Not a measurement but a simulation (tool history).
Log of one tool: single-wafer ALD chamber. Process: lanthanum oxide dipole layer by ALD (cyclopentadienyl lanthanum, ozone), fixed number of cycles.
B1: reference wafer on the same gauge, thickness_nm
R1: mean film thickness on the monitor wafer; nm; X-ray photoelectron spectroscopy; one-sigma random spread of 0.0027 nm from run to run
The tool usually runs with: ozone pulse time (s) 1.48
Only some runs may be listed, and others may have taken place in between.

run 1 hour=0.0 | ozone_pulse_time_(s)=1.77 | B1=0.472 | R1=0.550
-- hour=50.9 ozone generator serviced
run 2 hour=93.6 | ozone_pulse_time_(s)=1.77 | B1=0.473 | R1=0.574
run 3 hour=199.0 | ozone_pulse_time_(s)=1.77 | B1=0.473 | R1=0.562
run 4 hour=295.0 | ozone_pulse_time_(s)=1.48 | B1=0.474 | R1=0.549
-- hour=311.4 thermocouple changed; heater temperature recalibrated
run 5 hour=400.6 | ozone_pulse_time_(s)=1.88 | B1=0.473 | R1=0.572
run 6 hour=485.1 | ozone_pulse_time_(s)=1.88 | B1=0.473 | R1=0.570
run 7 hour=528.9 | ozone_pulse_time_(s)=1.48 | B1=0.473 | R1=0.534
run 8 hour=621.3 | ozone_pulse_time_(s)=1.48 | B1=0.473 | R1=0.531
run 9 hour=705.6 | ozone_pulse_time_(s)=1.10 | B1=0.473 | R1=0.474
-- hour=781.7 ozone generator serviced
run 10 hour=785.0 | ozone_pulse_time_(s)=1.10 | B1=0.473 | R1=0.516
run 11 hour=840.6 | ozone_pulse_time_(s)=1.10 | B1=0.473 | R1=0.514
-- hour=864.6 gauge calibrated
run 12 hour=885.2 | ozone_pulse_time_(s)=1.12 | B1=0.474 | R1=0.510
run 13 hour=934.4 | ozone_pulse_time_(s)=1.12 | B1=0.472 | R1=0.513
run 14 hour=1035.3 | ozone_pulse_time_(s)=2.04 | B1=0.473 | R1=0.570
run 15 hour=1135.1 | ozone_pulse_time_(s)=1.71 | B1=0.472 | R1=0.559
run 16 hour=1177.1 | ozone_pulse_time_(s)=1.93 | B1=0.473 | R1=0.567
run 17 hour=1214.0 | ozone_pulse_time_(s)=1.23 | B1=0.473 | R1=0.506
-- hour=1241.7 showerhead replaced, of another model than before
run 18 hour=1264.5 | ozone_pulse_time_(s)=1.09 | B1=0.473 | R1=0.404
run 19 hour=1359.1 | ozone_pulse_time_(s)=1.48 | B1=0.473 | R1=0.506
run 20 hour=1454.9 | ozone_pulse_time_(s)=0.95 | B1=0.473 | R1=0.303
-- hour=1483.2 thermocouple changed; heater temperature recalibrated
-- hour=1490.3 ozone generator serviced
run 21 hour=1518.0 | ozone_pulse_time_(s)=1.48 | B1=0.474 | R1=0.551
run 22 hour=1784.0 | ozone_pulse_time_(s)=0.95 | B1=0.473 | R1=0.356
run 23 hour=1844.3 | ozone_pulse_time_(s)=2.00 | B1=0.474 | R1=0.571
run 24 hour=1896.5 | ozone_pulse_time_(s)=1.00 | B1=0.473 | R1=0.368
run 25 hour=2011.8 | ozone_pulse_time_(s)=0.95 | B1=0.473 | R1=0.320
run 26 hour=2082.7 | ozone_pulse_time_(s)=2.07 | B1=0.473 | R1=0.562
run 27 hour=2186.2 | ozone_pulse_time_(s)=1.70 | B1=0.473 | R1=0.520
-- hour=2201.3 ozone generator serviced
run 28 hour=2226.1 | ozone_pulse_time_(s)=1.98 | B1=0.473 | R1=0.583
run 29 hour=2286.4 | ozone_pulse_time_(s)=1.48 | B1=0.473 | R1=0.550
run 30 hour=2332.0 | ozone_pulse_time_(s)=1.13 | B1=0.473 | R1=0.465
run 31 hour=2406.1 | ozone_pulse_time_(s)=1.48 | B1=0.474 | R1=0.538
run 32 hour=2452.0 | ozone_pulse_time_(s)=1.96 | B1=0.473 | R1=0.572
run 33 hour=2492.2 | ozone_pulse_time_(s)=1.48 | B1=0.473 | R1=0.536

Difference, measured minus no-hidden-state, one row per run. Run-to-run variation is common to both terms; the gauge's own scatter need not be:
Unlogged tool condition in this case: wafer temperature above the value expected at the setpoint (K); ozone dose above that of a generator just serviced (%); gauge reads high (%).
run=1 R1=-0.024
run=2 R1=-0.002
run=3 R1=-0.005
run=4 R1=-0.012
run=5 R1=-0.009
run=6 R1=-0.012
run=7 R1=-0.022
run=8 R1=-0.027
run=9 R1=-0.047
run=10 R1=-0.005
run=11 R1=-0.008
run=12 R1=-0.010
run=13 R1=-0.013
run=14 R1=-0.006
run=15 R1=-0.012
run=16 R1=-0.011
run=17 R1=-0.027
run=18 R1=-0.072
run=19 R1=-0.055
run=20 R1=-0.109
run=21 R1=-0.009
run=22 R1=-0.055
run=23 R1=-0.013
run=24 R1=-0.072
run=25 R1=-0.091
run=26 R1=-0.024
run=27 R1=-0.060
run=28 R1=-0.002
run=29 R1=-0.010
run=30 R1=-0.024
run=31 R1=-0.019
run=32 R1=-0.009
run=33 R1=-0.026

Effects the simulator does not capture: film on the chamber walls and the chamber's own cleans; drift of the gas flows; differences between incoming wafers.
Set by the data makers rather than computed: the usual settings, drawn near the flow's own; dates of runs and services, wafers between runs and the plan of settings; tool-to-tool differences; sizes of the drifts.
